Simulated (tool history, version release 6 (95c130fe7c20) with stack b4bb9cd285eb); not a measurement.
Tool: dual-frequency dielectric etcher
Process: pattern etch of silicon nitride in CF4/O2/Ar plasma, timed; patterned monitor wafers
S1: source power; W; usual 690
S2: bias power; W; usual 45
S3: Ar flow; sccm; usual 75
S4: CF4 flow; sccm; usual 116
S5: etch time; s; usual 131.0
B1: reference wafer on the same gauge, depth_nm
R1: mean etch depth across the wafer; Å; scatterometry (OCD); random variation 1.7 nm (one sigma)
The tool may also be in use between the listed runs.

run 1 hour=0.0 | S1=540 S2=45 S3=75 S4=116 S5=105.0 | B1=295.5 | R1=1808
run 2 hour=51.7 | S1=690 S2=45 S3=75 S4=87 S5=145.0 | B1=295.7 | R1=3154
run 3 hour=119.5 | S1=770 S2=45 S3=90 S4=137 S5=149.0 | B1=294.6 | R1=3760
-- hour=167.7 source power generator calibrated
run 4 hour=182.7 | S1=690 S2=45 S3=75 S4=116 S5=131.0 | B1=294.0 | R1=2966
-- hour=263.1 wet clean of the chamber
run 5 hour=263.6 | S1=690 S2=55 S3=75 S4=116 S5=131.0 | B1=293.6 | R1=3123
run 6 hour=293.6 | S1=690 S2=45 S3=75 S4=135 S5=131.0 | B1=293.0 | R1=2976
-- hour=322.4 gauge calibrated
run 7 hour=329.7 | S1=730 S2=45 S3=75 S4=109 S5=148.0 | B1=301.0 | R1=3586
run 8 hour=371.6 | S1=580 S2=41 S3=87 S4=116 S5=149.0 | B1=301.3 | R1=2692
run 9 hour=435.4 | S1=690 S2=45 S3=75 S4=116 S5=131.0 | B1=301.2 | R1=3016
-- hour=454.7 CF4 flow controller replaced
run 10 hour=503.8 | S1=580 S2=45 S3=75 S4=99 S5=157.5 | B1=300.9 | R1=2920
run 11 hour=551.8 | S1=840 S2=45 S3=75 S4=131 S5=131.0 | B1=301.0 | R1=3722
run 12 hour=591.4 | S1=690 S2=45 S3=75 S4=116 S5=131.0 | B1=301.1 | R1=2990
run 13 hour=622.3 | S1=690 S2=39 S3=75 S4=88 S5=131.0 | B1=301.7 | R1=2783
run 14 hour=661.6 | S1=790 S2=40 S3=65 S4=116 S5=114.5 | B1=301.1 | R1=2979
run 15 hour=699.6 | S1=690 S2=45 S3=75 S4=116 S5=131.0 | B1=301.2 | R1=3000
run 16 hour=742.9 | S1=790 S2=45 S3=63 S4=89 S5=111.0 | B1=300.5 | R1=2876
run 17 hour=799.5 | S1=690 S2=35 S3=75 S4=129 S5=167.5 | B1=300.6 | R1=3647
run 18 hour=861.3 | S1=690 S2=45 S3=75 S4=116 S5=131.0 | B1=300.3 | R1=2992
-- hour=909.2 wet clean of the chamber
run 19 hour=930.0 | S1=600 S2=45 S3=75 S4=104 S5=131.0 | B1=299.4 | R1=2533
run 20 hour=992.7 | S1=690 S2=45 S3=75 S4=116 S5=131.0 | B1=299.7 | R1=2946
run 21 hour=1053.2 | S1=550 S2=45 S3=90 S4=125 S5=102.5 | B1=299.9 | R1=1809

What the log doesn't show, run by run:
etch rate over this chamber's usual, %: 0 in every run
source power that arrives over what is set, %: 0 in every run
bias power that arrives over what is set, %: 0 in every run
Ar flow that arrives over what is set, %: 0 in every run
CF4 flow that arrives over what is set, %: 0 in every run
H1: gauge reads high (%)
run=1 H1=-1.67
run=2 H1=-1.81
run=3 H1=-2.01
run=4 H1=-2.21
run=5 H1=-2.48
run=6 H1=-2.58
run=7 H1=0.125
run=8 H1=0.123
run=9 H1=0.111
run=10 H1=0.0877
run=11 H1=0.0652
run=12 H1=0.0426
run=13 H1=0.0225
run=14 H1=-0.00621
run=15 H1=-0.0373
run=16 H1=-0.0768
run=17 H1=-0.135
run=18 H1=-0.207
run=19 H1=-0.297
run=20 H1=-0.388
run=21 H1=-0.485

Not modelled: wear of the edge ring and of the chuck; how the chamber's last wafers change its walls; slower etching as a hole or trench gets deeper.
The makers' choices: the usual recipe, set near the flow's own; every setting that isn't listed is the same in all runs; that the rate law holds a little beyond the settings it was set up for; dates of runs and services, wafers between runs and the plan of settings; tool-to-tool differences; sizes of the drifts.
